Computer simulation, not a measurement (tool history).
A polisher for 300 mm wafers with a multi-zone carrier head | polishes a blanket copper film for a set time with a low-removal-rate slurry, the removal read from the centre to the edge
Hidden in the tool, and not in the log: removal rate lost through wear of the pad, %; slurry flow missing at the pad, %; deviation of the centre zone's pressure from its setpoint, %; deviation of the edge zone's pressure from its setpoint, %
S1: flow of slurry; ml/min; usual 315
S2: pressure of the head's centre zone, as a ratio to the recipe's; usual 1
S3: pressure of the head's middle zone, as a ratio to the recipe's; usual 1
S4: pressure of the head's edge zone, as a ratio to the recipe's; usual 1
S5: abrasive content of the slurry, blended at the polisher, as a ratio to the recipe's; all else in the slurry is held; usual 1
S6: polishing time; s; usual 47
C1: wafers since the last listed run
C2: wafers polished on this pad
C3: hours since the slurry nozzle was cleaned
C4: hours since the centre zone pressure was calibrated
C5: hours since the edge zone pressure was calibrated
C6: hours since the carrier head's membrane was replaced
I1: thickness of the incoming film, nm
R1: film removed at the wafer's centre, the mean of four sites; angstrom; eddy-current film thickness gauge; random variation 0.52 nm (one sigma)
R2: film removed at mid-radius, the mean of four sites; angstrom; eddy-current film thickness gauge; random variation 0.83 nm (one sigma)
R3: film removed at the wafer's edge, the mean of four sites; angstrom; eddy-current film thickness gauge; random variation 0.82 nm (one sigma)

{"run": 1, "hour": 0.0, "S1": 315, "S2": 1.12, "S3": 1, "S4": 1, "S5": 1, "S6": 47, "C1": 0, "C2": 229, "C3": 490.3, "C4": 227.1, "C5": 790.3, "C6": 82.6, "I1": 1032.7, "R1": 758, "R2": 695, "R3": 703}
{"run": 2, "hour": 43.6, "S1": 315, "S2": 1, "S3": 1, "S4": 1, "S5": 1, "S6": 47, "C1": 470, "C2": 699, "C3": 533.9, "C4": 270.7, "C5": 833.9, "C6": 126.2, "I1": 1033.3, "R1": 669, "R2": 690, "R3": 707}
{"run": 3, "hour": 95.0, "S1": 315, "S2": 1, "S3": 1, "S4": 1.12, "S5": 1, "S6": 47, "C1": 554, "C2": 1253, "C3": 585.3, "C4": 322.1, "C5": 885.3, "C6": 177.6, "I1": 1044.1, "R1": 676, "R2": 690, "R3": 757}
{"run": 4, "hour": 140.6, "S1": 275, "S2": 0.97, "S3": 1, "S4": 1, "S5": 1, "S6": 47, "C1": 491, "C2": 1745, "C3": 630.9, "C4": 367.7, "C5": 930.9, "C6": 223.2, "I1": 1033.8, "R1": 647, "R2": 671, "R3": 702}
{"run": 5, "hour": 246.0, "S1": 315, "S2": 1, "S3": 0.94, "S4": 1, "S5": 1, "S6": 61, "C1": 1136, "C2": 2881, "C3": 736.3, "C4": 473.1, "C5": 1036.3, "C6": 328.6, "I1": 1012.2, "R1": 886, "R2": 860, "R3": 896}
{"hour": 310.4, "done": "slurry nozzle cleaned"}
{"run": 6, "hour": 337.7, "S1": 315, "S2": 1, "S3": 1.08, "S4": 1, "S5": 1, "S6": 47, "C1": 977, "C2": 3859, "C3": 27.3, "C4": 564.8, "C5": 1128, "C6": 420.3, "I1": 1037.2, "R1": 701, "R2": 724, "R3": 705}
{"hour": 348.8, "done": "edge zone pressure recalibrated"}
{"run": 7, "hour": 432.3, "S1": 315, "S2": 1, "S3": 0.88, "S4": 0.91, "S5": 0.7, "S6": 47, "C1": 998, "C2": 4857, "C3": 121.9, "C4": 659.4, "C5": 83.5, "C6": 514.9, "I1": 1035.5, "R1": 669, "R2": 575, "R3": 635}
{"run": 8, "hour": 492.6, "S1": 315, "S2": 1, "S3": 1, "S4": 1, "S5": 1.2, "S6": 47, "C1": 650, "C2": 5507, "C3": 182.2, "C4": 719.7, "C5": 143.8, "C6": 575.2, "I1": 1036.1, "R1": 735, "R2": 695, "R3": 723}
{"run": 9, "hour": 579.8, "S1": 275, "S2": 0.97, "S3": 1, "S4": 1, "S5": 1, "S6": 47, "C1": 940, "C2": 6448, "C3": 269.4, "C4": 806.9, "C5": 231, "C6": 662.4, "I1": 1029.3, "R1": 700, "R2": 655, "R3": 686}
{"hour": 585.2, "done": "carrier head's membrane replaced by a new one"}
{"hour": 609.1, "done": "centre zone pressure recalibrated"}
{"hour": 609.5, "done": "worn pad replaced by a new one"}
{"run": 10, "hour": 658.6, "S1": 315, "S2": 1, "S3": 1, "S4": 1, "S5": 1, "S6": 47, "C1": 769, "C2": 529, "C3": 348.2, "C4": 49.5, "C5": 309.8, "C6": 73.4, "I1": 1041.6, "R1": 691, "R2": 690, "R3": 706}
{"run": 11, "hour": 958.2, "S1": 315, "S2": 1.11, "S3": 0.88, "S4": 1, "S5": 1, "S6": 47, "C1": 3230, "C2": 3759, "C3": 647.8, "C4": 349.1, "C5": 609.4, "C6": 373, "I1": 1022.7, "R1": 763, "R2": 617, "R3": 709}
{"run": 12, "hour": 1065.6, "S1": 315, "S2": 1.09, "S3": 0.93, "S4": 1, "S5": 1, "S6": 47, "C1": 1157, "C2": 4917, "C3": 755.2, "C4": 456.5, "C5": 716.8, "C6": 480.4, "I1": 1017.9, "R1": 762, "R2": 632, "R3": 696}
{"hour": 1132.9, "done": "slurry nozzle cleaned"}
{"run": 13, "hour": 1139.0, "S1": 315, "S2": 1, "S3": 1, "S4": 1, "S5": 1, "S6": 47, "C1": 780, "C2": 5697, "C3": 6.1, "C4": 529.9, "C5": 790.2, "C6": 553.8, "I1": 1037.9, "R1": 711, "R2": 663, "R3": 700}
{"run": 14, "hour": 1221.1, "S1": 315, "S2": 1, "S3": 1, "S4": 1, "S5": 1, "S6": 37, "C1": 885, "C2": 6583, "C3": 88.2, "C4": 612, "C5": 872.3, "C6": 635.9, "I1": 1032.8, "R1": 560, "R2": 527, "R3": 541}
{"hour": 1248.3, "done": "centre zone pressure recalibrated"}
{"run": 15, "hour": 1292.5, "S1": 315, "S2": 1, "S3": 1, "S4": 1, "S5": 1, "S6": 47, "C1": 748, "C2": 7331, "C3": 159.6, "C4": 44.2, "C5": 943.7, "C6": 707.3, "I1": 1011.4, "R1": 661, "R2": 663, "R3": 693}
{"hour": 1319.4, "done": "carrier head's membrane replaced by a new one"}
{"hour": 1347.6, "done": "worn pad replaced by a new one"}
{"run": 16, "hour": 1372.1, "S1": 315, "S2": 1, "S3": 1, "S4": 1, "S5": 1, "S6": 47, "C1": 761, "C2": 264, "C3": 239.2, "C4": 123.8, "C5": 1023.3, "C6": 52.7, "I1": 1029.3, "R1": 684, "R2": 679, "R3": 704}
{"run": 17, "hour": 1473.0, "S1": 315, "S2": 1, "S3": 1, "S4": 1, "S5": 1, "S6": 47, "C1": 1087, "C2": 1352, "C3": 340.1, "C4": 224.7, "C5": 1124.2, "C6": 153.6, "I1": 1034.6, "R1": 679, "R2": 679, "R3": 710}
{"hour": 1570.7, "done": "edge zone pressure recalibrated"}
{"run": 18, "hour": 1580.0, "S1": 315, "S2": 1, "S3": 1, "S4": 1.09, "S5": 1, "S6": 39, "C1": 1132, "C2": 2484, "C3": 447.1, "C4": 331.7, "C5": 9.3, "C6": 260.6, "I1": 1034.2, "R1": 576, "R2": 565, "R3": 617}
{"run": 19, "hour": 1660.0, "S1": 315, "S2": 1.07, "S3": 1, "S4": 1, "S5": 1, "S6": 56, "C1": 862, "C2": 3346, "C3": 527.1, "C4": 411.7, "C5": 89.3, "C6": 340.6, "I1": 1029.7, "R1": 881, "R2": 807, "R3": 838}
{"run": 20, "hour": 1727.0, "S1": 315, "S2": 1.05, "S3": 1, "S4": 1, "S5": 1, "S6": 47, "C1": 722, "C2": 4068, "C3": 594.1, "C4": 478.7, "C5": 156.3, "C6": 407.6, "I1": 1025.3, "R1": 736, "R2": 669, "R3": 693}

5 ways to go on from here, each from the tool as it stands after run 20. What would each give?
{"run": "A", "hour": 1727.4, "S1": 315, "S2": 1, "S3": 1, "S4": 1, "S5": 1, "S6": 47, "C1": 4, "C2": 4073, "C3": 594.5, "C4": 479.1, "C5": 156.7, "C6": 408, "I1": 1014.8, "R1": "?", "R2": "?", "R3": "?"}
{"run": "B", "hour": 1727.4, "S1": 315, "S2": 1, "S3": 1, "S4": 1, "S5": 0.75, "S6": 47, "C1": 4, "C2": 4073, "C3": 594.5, "C4": 479.1, "C5": 156.7, "C6": 408, "I1": 1014.8, "R1": "?", "R2": "?", "R3": "?"}
{"run": "C", "hour": 1727.4, "S1": 315, "S2": 1.1, "S3": 1, "S4": 1, "S5": 1, "S6": 47, "C1": 4, "C2": 4073, "C3": 594.5, "C4": 479.1, "C5": 156.7, "C6": 408, "I1": 1014.8, "R1": "?", "R2": "?", "R3": "?"}
{"run": "D", "hour": 1727.4, "S1": 315, "S2": 1, "S3": 1, "S4": 0.97, "S5": 0.8, "S6": 34, "C1": 4, "C2": 4073, "C3": 594.5, "C4": 479.1, "C5": 156.7, "C6": 408, "I1": 1014.8, "R1": "?", "R2": "?", "R3": "?"}
{"run": "E", "hour": 1727.4, "S1": 315, "S2": 1, "S3": 1.05, "S4": 1, "S5": 1, "S6": 47, "C1": 4, "C2": 4073, "C3": 594.5, "C4": 479.1, "C5": 156.7, "C6": 408, "I1": 1014.8, "R1": "?", "R2": "?", "R3": "?"}

run=A R1=702 R2=683 R3=701
run=B R1=671 R2=652 R3=670
run=C R1=772 R2=682 R3=701
run=D R1=490 R2=477 R3=482
run=E R1=702 R2=707 R3=701
Without the tool's hidden state the same runs would have given:
run=A R1=678 R2=696 R3=715
run=B R1=648 R2=665 R3=683
run=C R1=746 R2=696 R3=715
run=D R1=473 R2=486 R3=492
run=E R1=678 R2=721 R3=715
